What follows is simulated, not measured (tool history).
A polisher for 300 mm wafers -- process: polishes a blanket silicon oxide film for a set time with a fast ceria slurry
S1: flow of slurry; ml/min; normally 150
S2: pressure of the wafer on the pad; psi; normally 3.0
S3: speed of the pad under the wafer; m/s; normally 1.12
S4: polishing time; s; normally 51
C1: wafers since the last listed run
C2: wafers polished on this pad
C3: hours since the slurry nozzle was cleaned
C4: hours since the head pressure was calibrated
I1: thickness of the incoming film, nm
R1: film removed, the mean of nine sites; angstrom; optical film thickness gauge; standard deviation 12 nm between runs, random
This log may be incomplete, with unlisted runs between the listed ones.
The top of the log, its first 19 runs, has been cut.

run,hour,S1,S2,S3,S4,C1,C2,C3,C4,I1,R1
20,892.7,150,3.0,1.12,51,595,2196,129.1,240.2,3023.3,11420
21,950.3,180,3.0,1.12,51,543,2739,186.7,297.8,2960.4,11714
22,991.5,150,3.0,1.12,51,388,3127,227.9,339.0,2937.1,11817
23,1018.9,135,3.3,1.32,66,258,3386,255.3,366.4,2957.2,19305
# hour 1070.3: head pressure recalibrated
24,1086.7,150,3.0,0.96,59,620,4006,323.1,16.4,2953.8,10818
# hour 1102.3: worn pad replaced by a new one
25,1122.2,135,3.5,1.12,45,297,187,358.6,51.9,2954.6,11088
26,1169.9,150,3.0,0.98,51,449,637,406.3,99.6,2977.5,9669
# hour 1201.8: slurry nozzle cleaned
27,1215.4,150,3.0,1.38,51,419,1057,13.6,145.1,2976.4,13803
28,1239.6,150,2.7,0.82,65,228,1285,37.8,169.3,2986.1,9585
29,1410.3,175,3.4,1.46,51,1609,2895,208.5,340.0,2923.0,17836
30,1468.4,150,3.0,1.12,67,547,3443,266.6,398.1,2937.2,15401
31,1505.9,185,3.8,1.12,51,353,3797,304.1,435.6,2969.5,15624
32,1536.5,150,3.8,1.46,45,288,4085,334.7,466.2,3030.8,17338
# hour 1581.2: head pressure recalibrated
# hour 1597.9: worn pad replaced by a new one
33,1607.1,150,3.0,1.48,51,609,87,405.3,25.9,2995.5,14140
# hour 1617.0: slurry nozzle cleaned
34,1666.3,105,3.7,0.92,39,548,636,49.3,85.1,3003.8,7734

For run 35, what comes out?
35,1725.3,150,3.0,1.24,40,556,1192,108.3,144.1,2952.5,?

{"run 35": {"R1": 9436}}
With no hidden state in the tool, this same run would have given R1 9237 angstrom.
